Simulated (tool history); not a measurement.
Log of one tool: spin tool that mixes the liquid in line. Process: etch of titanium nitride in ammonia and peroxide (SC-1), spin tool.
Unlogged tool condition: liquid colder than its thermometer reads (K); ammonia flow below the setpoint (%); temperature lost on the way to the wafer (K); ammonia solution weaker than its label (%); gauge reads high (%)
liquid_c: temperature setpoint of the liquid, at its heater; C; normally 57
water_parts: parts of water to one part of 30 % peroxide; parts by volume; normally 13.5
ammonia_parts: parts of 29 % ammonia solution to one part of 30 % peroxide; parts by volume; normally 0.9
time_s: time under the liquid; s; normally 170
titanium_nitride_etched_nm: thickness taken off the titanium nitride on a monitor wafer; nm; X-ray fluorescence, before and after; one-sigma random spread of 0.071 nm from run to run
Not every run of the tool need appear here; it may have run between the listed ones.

run	day	liquid_c	water_parts	ammonia_parts	time_s	wafers since the last listed run	hours since the thermometer was replaced	hours since the ammonia flow meter was replaced	hours since the heated supply line was repaired	hours since the drum of ammonia solution was connected	hours since the gauge calibration	read-back film thickness of the titanium nitride reference wafer, read on the same gauge (nm)	titanium_nitride_etched_nm
1	0	53	13.5	0.9	170	0	527.3	1763.6	3052.4	74.7	353.6	70	11.17
2	1.096	53	13.5	0.9	170	147	553.6	1789.9	3078.7	101	379.9	70	11.13
3	2.333	53	13.5	0.9	170	166	583.3	1819.6	3108.4	130.7	409.6	69.99	11.25
4	3.833	57	13.5	0.9	170	202	619.3	1855.6	3144.4	166.7	445.6	70.01	14.64
5	4.65	57	13.5	0.9	170	110	638.9	1875.2	3164	186.3	465.2	70.02	14.58
6	5.433	57	13.5	0.9	170	105	657.7	1894	3182.8	205.1	484	69.99	14.64
# day 5.779: thermometer replaced
7	6.071	57	13.5	0.9	170	80	7	1909.3	3198.1	220.4	499.3	70.01	14.36
8	6.758	57	13.5	0.9	170	92	23.5	1925.8	3214.6	236.9	515.8	70	14.34
9	7.588	57	13.5	0.9	170	111	43.4	1945.7	3234.5	256.8	535.7	69.99	14.5
# day 8.604: heated supply line repaired
10	8.625	57	13.5	0.7	170	134	68.3	1970.6	0.5	281.7	560.6	70	13.88
# day 9.658: gauge calibrated
11	9.875	57	13.5	1.05	170	168	98.3	2000.6	30.5	311.7	5.2	70.01	14.64
12	11.212	57	13.5	0.9	170	180	130.4	2032.7	62.6	343.8	37.3	70	14.21
# day 11.429: ammonia flow meter replaced
# day 11.529: thermometer replaced, repeated, since the last time left the tool worse
# day 12.125: new drum of ammonia solution connected
13	12.225	57	13.5	1.2	170	119	16.7	19.1	86.9	2.4	61.6	70	15.68
14	13.633	57	13.5	0.9	170	189	50.5	52.9	120.7	36.2	95.4	69.99	14.99
15	14.329	57	13.5	0.9	170	93	67.2	69.6	137.4	52.9	112.1	70	14.85
16	15.046	61	8	0.9	170	96	84.4	86.8	154.6	70.1	129.3	69.98	25.35
17	15.642	57	13.5	0.9	170	80	98.7	101.1	168.9	84.4	143.6	70.02	14.84
18	16.604	51	11.5	1.05	170	129	121.8	124.2	192	107.5	166.7	69.99	11.01
19	18.021	53.5	10.5	1.2	170	190	155.8	158.2	226	141.5	200.7	70.01	13.98
20	19.012	57	13.5	0.9	170	133	179.6	182	249.8	165.3	224.5	69.98	14.84
21	19.662	47.5	19.5	0.9	170	87	195.2	197.6	265.4	180.9	240.1	70.02	6.35
22	20.479	51.5	9	1.1	140	110	214.8	217.2	285	200.5	259.7	70	10.72
23	21.375	57	19.5	0.9	170	120	236.3	238.7	306.5	222	281.2	69.98	12.12
24	22.525	63.5	13.5	0.9	100	154	263.9	266.3	334.1	249.6	308.8	69.98	13.38
25	23.308	60.5	13.5	0.9	200	105	282.7	285.1	352.9	268.4	327.6	70.03	21.87

Hidden state, per run?
ammonia flow below the setpoint (%): 0 at every run
temperature lost on the way to the wafer (K): 0 at every run
ammonia solution weaker than its label (%): 0 at every run
gauge reads high (%): 0 at every run
H1: liquid colder than its thermometer reads (K)
run	H1
1	0.26
2	0.273
3	0.287
4	0.304
5	0.313
6	0.322
7	0.627
8	0.634
9	0.644
10	0.656
11	0.67
12	0.685
13	0.0268
14	0.0428
15	0.0508
16	0.059
17	0.0658
18	0.0767
19	0.0929
20	0.104
21	0.112
22	0.121
23	0.131
24	0.144
25	0.153
